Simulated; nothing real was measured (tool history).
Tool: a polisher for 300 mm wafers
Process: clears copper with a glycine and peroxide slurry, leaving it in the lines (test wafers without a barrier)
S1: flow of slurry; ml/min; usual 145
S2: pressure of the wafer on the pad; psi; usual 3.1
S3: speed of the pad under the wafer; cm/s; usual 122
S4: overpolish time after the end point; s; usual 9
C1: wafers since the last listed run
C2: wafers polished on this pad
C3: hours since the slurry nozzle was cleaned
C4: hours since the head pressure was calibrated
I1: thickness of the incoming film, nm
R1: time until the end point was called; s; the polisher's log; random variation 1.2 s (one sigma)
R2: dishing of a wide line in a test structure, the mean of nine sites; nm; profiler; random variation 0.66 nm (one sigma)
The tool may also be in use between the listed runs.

run	hour	S1	S2	S3	S4	C1	C2	C3	C4	I1	R1	R2
1	0	145	3.1	122	9	0	533	657.9	1208.2	669.1	123	31.7
2	6.1	145	3.1	122	9	69	603	664	1214.3	683.2	126.8	32.8
3	13.6	145	3.1	122	9	85	688	671.5	1221.8	688	125.8	31.3
4	26.1	145	3.1	122	9	142	831	684	1234.3	676.7	124.6	31.5
5	42.4	145	3.1	122	9	186	1017	700.3	1250.6	682.6	122.2	30.8
6	55.6	145	3.1	122	9	150	1168	713.5	1263.8	679.2	124.7	30.5
7	63	145	3.1	122	9	84	1252	720.9	1271.2	681.8	127.4	30.6
# hour 70.3: worn pad replaced by a new one
8	80.4	145	3.1	122	9	153	115	738.3	1288.6	678.7	126.6	30.4
9	86.4	145	3.1	122	9	68	184	744.3	1294.6	684.8	126.5	31.2
10	100	145	3.1	122	9	155	339	757.9	1308.2	680.8	125.1	31.2
11	106	145	3.1	122	9	68	408	763.9	1314.2	689.9	127.4	30.5
12	117.8	145	3.1	122	9	134	543	775.7	1326	687.3	128.1	31
13	160.3	145	3.1	122	9	485	1028	818.2	1368.5	677.9	127.5	30.2
# hour 161.5: slurry nozzle cleaned
14	174.1	145	3.1	122	9	146	1174	12.6	1382.3	670.1	113	33.8
# hour 182.2: worn pad replaced by a new one
# hour 191.2: head pressure recalibrated
15	191.9	145	3.1	122	9	134	88	30.4	0.7	684.9	114.4	32.9
16	208	145	3.1	122	9	183	272	46.5	16.8	674.5	114.4	34.2
17	223.2	145	3.8	122	13	173	445	61.7	32	682.7	95.6	49.4
18	239.6	145	3.1	122	9	187	633	78.1	48.4	693	115.7	32.8
19	247	145	2.5	104	9	84	717	85.5	55.8	675.7	153.4	26.4
20	257.5	145	4.1	152	9	119	837	96	66.3	684.7	74.5	44.1
21	272.6	120	3.1	98	9	172	1009	111.1	81.4	676.4	142.8	27.8
# hour 282.9: worn pad replaced by a new one
22	290.2	190	2.7	152	9	155	83	128.7	99	683.5	103.3	35.8
23	308	195	2.7	122	9	203	286	146.5	116.8	669.1	119.5	30.1
24	316.9	145	3.1	122	9	101	388	155.4	125.7	681.7	115.3	31.9
25	328.2	110	3.1	122	9	129	517	166.7	137	690.3	124.5	31.4
26	338.2	145	2.4	122	14	114	631	176.7	147	687.3	144.9	38.4
27	351.2	145	3.7	134	13	148	779	189.7	160	676.2	91.1	47.7
28	358.5	165	2.4	90	6	83	863	197	167.3	683.1	179.4	16.7
29	365.3	105	3.1	122	5	77	940	203.8	174.1	690.7	128.9	18.8
30	381.9	125	2.4	122	9	189	1130	220.4	190.7	694.8	151.6	26.9
31	390.9	145	3.1	122	9	102	1233	229.4	199.7	681.4	118.6	32.3
32	397.3	145	3.1	122	9	73	1306	235.8	206.1	676.5	115.1	32

Selected run-to-run steps in R1, each split into two signed amounts: the part the tool would show with no hidden state at all (from settings, incoming material and random variation), and the remainder, which goes to the hidden state together with any gauge scatter not common to the measured and the hidden-state-free results:
The hidden state here: removal rate lost through wear of the pad, %; slurry flow missing at the pad, %; deviation of the head's pressure from its setpoint, %.
Run 13 -> 14: slurry nozzle cleaned. R1 -14.5 s: hidden state -14.6, all else +0.1.
Run 19 -> 20: S2 2.5 -> 4.1, S3 104 -> 152. R1 -78.9 s: hidden state -1.5, all else -77.4.
Run 20 -> 21: S1 145 -> 120, S2 4.1 -> 3.1, S3 152 -> 98. R1 +68.3 s: hidden state +2.4, all else +65.9.
Run 27 -> 28: S1 145 -> 165, S2 3.7 -> 2.4, S3 134 -> 90, S4 13 -> 6. R1 +88.3 s: hidden state +2.2, all else +86.1.

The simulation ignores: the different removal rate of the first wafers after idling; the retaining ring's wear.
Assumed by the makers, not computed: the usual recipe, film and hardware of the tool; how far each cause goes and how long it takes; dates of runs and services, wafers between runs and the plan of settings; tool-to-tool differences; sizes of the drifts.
